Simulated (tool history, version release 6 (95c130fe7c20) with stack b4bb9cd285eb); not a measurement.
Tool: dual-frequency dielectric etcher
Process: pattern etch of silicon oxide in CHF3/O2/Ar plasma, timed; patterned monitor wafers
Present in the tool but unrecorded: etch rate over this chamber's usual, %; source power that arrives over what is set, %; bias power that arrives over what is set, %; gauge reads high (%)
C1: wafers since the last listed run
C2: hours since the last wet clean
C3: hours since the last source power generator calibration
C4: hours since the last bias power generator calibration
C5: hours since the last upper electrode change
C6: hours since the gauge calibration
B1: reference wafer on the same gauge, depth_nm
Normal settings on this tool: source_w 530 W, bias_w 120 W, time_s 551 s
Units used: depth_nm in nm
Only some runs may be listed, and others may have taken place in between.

{"run": 1, "hour": 0.0, "source_w": 530, "bias_w": 120, "time_s": 551, "C1": 0, "C2": 75.8, "C3": 3906, "C4": 3802.7, "C5": 1917.6, "C6": 1275.5, "B1": 1004.3, "depth_nm": 896}
{"run": 2, "hour": 69.6, "source_w": 530, "bias_w": 120, "time_s": 551, "C1": 159, "C2": 145.4, "C3": 3975.6, "C4": 3872.3, "C5": 1987.2, "C6": 1345.1, "B1": 1006.1, "depth_nm": 893.6}
{"run": 3, "hour": 94.3, "source_w": 530, "bias_w": 120, "time_s": 551, "C1": 56, "C2": 170.1, "C3": 4000.3, "C4": 3897, "C5": 2011.9, "C6": 1369.8, "B1": 1005, "depth_nm": 902.3}
{"run": 4, "hour": 136.5, "source_w": 530, "bias_w": 120, "time_s": 551, "C1": 96, "C2": 212.3, "C3": 4042.5, "C4": 3939.2, "C5": 2054.1, "C6": 1412, "B1": 1005.8, "depth_nm": 902.5}
{"run": 5, "hour": 203.0, "source_w": 530, "bias_w": 120, "time_s": 551, "C1": 152, "C2": 278.8, "C3": 4109, "C4": 4005.7, "C5": 2120.6, "C6": 1478.5, "B1": 1005.9, "depth_nm": 904}
{"run": 6, "hour": 244.4, "source_w": 530, "bias_w": 120, "time_s": 551, "C1": 95, "C2": 320.2, "C3": 4150.4, "C4": 4047.1, "C5": 2162, "C6": 1519.9, "B1": 1004.7, "depth_nm": 911.1}
{"run": 7, "hour": 298.0, "source_w": 410, "bias_w": 120, "time_s": 670.5, "C1": 123, "C2": 373.8, "C3": 4204, "C4": 4100.7, "C5": 2215.6, "C6": 1573.5, "B1": 1005.3, "depth_nm": 999.2}
{"hour": 308.8, "done": "bias power generator calibrated"}
{"hour": 343.6, "done": "wet clean of the chamber"}
{"hour": 343.9, "done": "upper electrode replaced"}
{"run": 8, "hour": 360.9, "source_w": 530, "bias_w": 120, "time_s": 551, "C1": 79, "C2": 17.3, "C3": 4266.9, "C4": 52.1, "C5": 17, "C6": 1636.4, "B1": 1005.3, "depth_nm": 890.1}
{"hour": 413.7, "done": "source power generator calibrated"}
{"run": 9, "hour": 415.6, "source_w": 590, "bias_w": 95, "time_s": 551, "C1": 116, "C2": 72, "C3": 1.9, "C4": 106.8, "C5": 71.7, "C6": 1691.1, "B1": 1005.7, "depth_nm": 854}
{"run": 10, "hour": 453.0, "source_w": 530, "bias_w": 120, "time_s": 652, "C1": 85, "C2": 109.4, "C3": 39.3, "C4": 144.2, "C5": 109.1, "C6": 1728.5, "B1": 1004.9, "depth_nm": 1062.4}
{"run": 11, "hour": 513.0, "source_w": 610, "bias_w": 120, "time_s": 385.5, "C1": 137, "C2": 169.4, "C3": 99.3, "C4": 204.2, "C5": 169.1, "C6": 1788.5, "B1": 1004.3, "depth_nm": 664.8}
{"run": 12, "hour": 552.8, "source_w": 530, "bias_w": 120, "time_s": 594.5, "C1": 91, "C2": 209.2, "C3": 139.1, "C4": 244, "C5": 208.9, "C6": 1828.3, "B1": 1006, "depth_nm": 974}
{"run": 13, "hour": 597.6, "source_w": 480, "bias_w": 129, "time_s": 551, "C1": 102, "C2": 254, "C3": 183.9, "C4": 288.8, "C5": 253.7, "C6": 1873.1, "B1": 1005.5, "depth_nm": 895.1}
{"hour": 609.5, "done": "gauge calibrated"}
{"run": 14, "hour": 624.2, "source_w": 530, "bias_w": 120, "time_s": 551, "C1": 61, "C2": 280.6, "C3": 210.5, "C4": 315.4, "C5": 280.3, "C6": 14.7, "B1": 1004.4, "depth_nm": 906.4}
{"run": 15, "hour": 654.7, "source_w": 630, "bias_w": 145, "time_s": 445.5, "C1": 69, "C2": 311.1, "C3": 241, "C4": 345.9, "C5": 310.8, "C6": 45.2, "B1": 1005.6, "depth_nm": 851.2}
{"run": 16, "hour": 716.7, "source_w": 530, "bias_w": 120, "time_s": 551, "C1": 142, "C2": 373.1, "C3": 303, "C4": 407.9, "C5": 372.8, "C6": 107.2, "B1": 1005.3, "depth_nm": 914.2}
{"hour": 766.6, "done": "wet clean of the chamber"}
{"run": 17, "hour": 767.1, "source_w": 430, "bias_w": 120, "time_s": 687.5, "C1": 60, "C2": 0.5, "C3": 353.4, "C4": 458.3, "C5": 423.2, "C6": 157.6, "B1": 1005.4, "depth_nm": 1021.7}
{"run": 18, "hour": 813.3, "source_w": 530, "bias_w": 120, "time_s": 551, "C1": 106, "C2": 46.7, "C3": 399.6, "C4": 504.5, "C5": 469.4, "C6": 203.8, "B1": 1004.5, "depth_nm": 891}
{"run": 19, "hour": 873.2, "source_w": 430, "bias_w": 120, "time_s": 551, "C1": 137, "C2": 106.6, "C3": 459.5, "C4": 564.4, "C5": 529.3, "C6": 263.7, "B1": 1004.1, "depth_nm": 829.9}
{"run": 20, "hour": 899.9, "source_w": 530, "bias_w": 120, "time_s": 551, "C1": 61, "C2": 133.3, "C3": 486.2, "C4": 591.1, "C5": 556, "C6": 290.4, "B1": 1005.6, "depth_nm": 897.2}
{"run": 21, "hour": 951.4, "source_w": 470, "bias_w": 120, "time_s": 425.5, "C1": 118, "C2": 184.8, "C3": 537.7, "C4": 642.6, "C5": 607.5, "C6": 341.9, "B1": 1004.2, "depth_nm": 663.8}
{"run": 22, "hour": 1002.4, "source_w": 420, "bias_w": 98, "time_s": 686, "C1": 117, "C2": 235.8, "C3": 588.7, "C4": 693.6, "C5": 658.5, "C6": 392.9, "B1": 1004.9, "depth_nm": 955.5}
{"run": 23, "hour": 1048.8, "source_w": 400, "bias_w": 120, "time_s": 551, "C1": 106, "C2": 282.2, "C3": 635.1, "C4": 740, "C5": 704.9, "C6": 439.3, "B1": 1006.1, "depth_nm": 814.2}
{"run": 24, "hour": 1116.7, "source_w": 410, "bias_w": 111, "time_s": 416, "C1": 155, "C2": 350.1, "C3": 703, "C4": 807.9, "C5": 772.8, "C6": 507.2, "B1": 1005.1, "depth_nm": 606.9}
{"run": 25, "hour": 1146.4, "source_w": 490, "bias_w": 96, "time_s": 658, "C1": 68, "C2": 379.8, "C3": 732.7, "C4": 837.6, "C5": 802.5, "C6": 536.9, "B1": 1004.8, "depth_nm": 977.1}
{"run": 26, "hour": 1191.9, "source_w": 430, "bias_w": 111, "time_s": 464.5, "C1": 104, "C2": 425.3, "C3": 778.2, "C4": 883.1, "C5": 848, "C6": 582.4, "B1": 1005.3, "depth_nm": 693.2}
{"hour": 1248.3, "done": "wet clean of the chamber"}
{"run": 27, "hour": 1248.8, "source_w": 530, "bias_w": 120, "time_s": 551, "C1": 75, "C2": 0.5, "C3": 835.1, "C4": 940, "C5": 904.9, "C6": 639.3, "B1": 1004.6, "depth_nm": 891.5}
{"run": 28, "hour": 1303.5, "source_w": 530, "bias_w": 94, "time_s": 551, "C1": 125, "C2": 55.2, "C3": 889.8, "C4": 994.7, "C5": 959.6, "C6": 694, "B1": 1004.6, "depth_nm": 810}

Run 29, settings as shown, results not yet in. Your forecast:
{"run": 29, "hour": 1350.7, "source_w": 530, "bias_w": 120, "time_s": 551, "C1": 108, "C2": 102.4, "C3": 937, "C4": 1041.9, "C5": 1006.8, "C6": 741.2, "B1": "?", "depth_nm": "?"}

B1: 1005.7
depth_nm: 887.8 nm
With the hidden condition absent and the run-to-run variation left alone, this run would have shown depth_nm 879.8 nm.

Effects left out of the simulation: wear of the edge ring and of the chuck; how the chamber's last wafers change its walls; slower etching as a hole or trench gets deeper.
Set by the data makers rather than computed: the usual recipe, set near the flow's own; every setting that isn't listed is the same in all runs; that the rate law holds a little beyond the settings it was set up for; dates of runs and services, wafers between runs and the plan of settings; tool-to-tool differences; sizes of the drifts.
